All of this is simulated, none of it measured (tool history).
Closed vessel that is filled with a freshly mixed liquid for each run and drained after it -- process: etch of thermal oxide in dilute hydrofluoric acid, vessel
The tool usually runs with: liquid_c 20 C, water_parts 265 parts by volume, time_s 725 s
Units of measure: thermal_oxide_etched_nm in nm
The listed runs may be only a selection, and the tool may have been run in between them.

run	hour	liquid_c	water_parts	time_s	wafers since the last listed run	hours since the thermometer was replaced	hours since the hydrofluoric acid flow meter was replaced	hours since the gauge calibration	read-back film thickness of the thermal oxide reference wafer, read on the same gauge (nm)	thermal_oxide_etched_nm
1	0	20	265	725	0	1151.4	620.3	155.4	50	11.41
2	13.1	20	265	725	1001	1164.5	633.4	168.5	50.02	11.57
3	20.1	23	265	725	535	1171.5	640.4	175.5	50.03	12.69
4	36.3	20	265	725	1238	1187.7	656.6	191.7	49.97	11.33
5	49.9	20	265	725	1039	1201.3	670.2	205.3	50.04	11.35
# hour 55.3: gauge calibrated
6	62.3	20	265	725	947	1213.7	682.6	7	49.97	11.41
7	79.5	20	265	725	1314	1230.9	699.8	24.2	49.97	11.5
8	92.8	20	265	725	1016	1244.2	713.1	37.5	50.01	11.42
9	98.8	20	265	725	458	1250.2	719.1	43.5	49.99	11.68
10	116.1	20	215	725	1322	1267.5	736.4	60.8	50.01	15.11
11	126.4	17.5	265	725	787	1277.8	746.7	71.1	50	10.37
# hour 136.8: thermometer replaced
12	143.9	17.5	265	725	1261	7.1	764.2	88.6	49.97	10.56
13	157.3	22	365	725	1024	20.5	777.6	102	49.99	8.23
14	174.8	24.5	265	960	1337	38	795.1	119.5	49.97	18.12
15	198.8	20	265	725	1834	62	819.1	143.5	50	11.64
16	206.4	18.5	325	905	580	69.6	826.7	151.1	49.99	10.79
17	222.4	24	140	725	1223	85.6	842.7	167.1	50	29.34
18	230.7	23.5	215	725	634	93.9	851	175.4	50.01	17.39
19	246	17	230	390	1169	109.2	866.3	190.7	50.02	6.7
# hour 255.1: hydrofluoric acid flow meter replaced
# hour 255.7: gauge calibrated
20	261.2	22	265	725	1085	124.4	6.1	5.5	49.99	11.42
21	272.8	17.5	265	725	886	136	17.7	17.1	49.98	9.6
22	315.7	20	265	360	3279	178.9	60.6	60	50.01	5.34
23	327.5	23	265	945	901	190.7	72.4	71.8	50	15.62
24	337	23.5	310	725	726	200.2	81.9	81.3	50	9.96
25	350.8	17.5	265	725	1054	214	95.7	95.1	50.01	9.88

What if the next run were any one of these 3? Each begins from the tool's condition after run 25:
A	351.7	20	265	440	68	214.9	96.6	96	?	?
B	351.7	20	180	725	68	214.9	96.6	96	?	?
C	351.7	17	265	725	68	214.9	96.6	96	?	?

run	read-back film thickness of the thermal oxide reference wafer, read on the same gauge (nm)	thermal_oxide_etched_nm
A	49.95	6.57
B	49.95	17.26
C	49.95	9.66
Stripped of hidden state, with their random variation kept, the same runs would have yielded:
run	thermal_oxide_etched_nm
A	6.26
B	16.47
C	9.21

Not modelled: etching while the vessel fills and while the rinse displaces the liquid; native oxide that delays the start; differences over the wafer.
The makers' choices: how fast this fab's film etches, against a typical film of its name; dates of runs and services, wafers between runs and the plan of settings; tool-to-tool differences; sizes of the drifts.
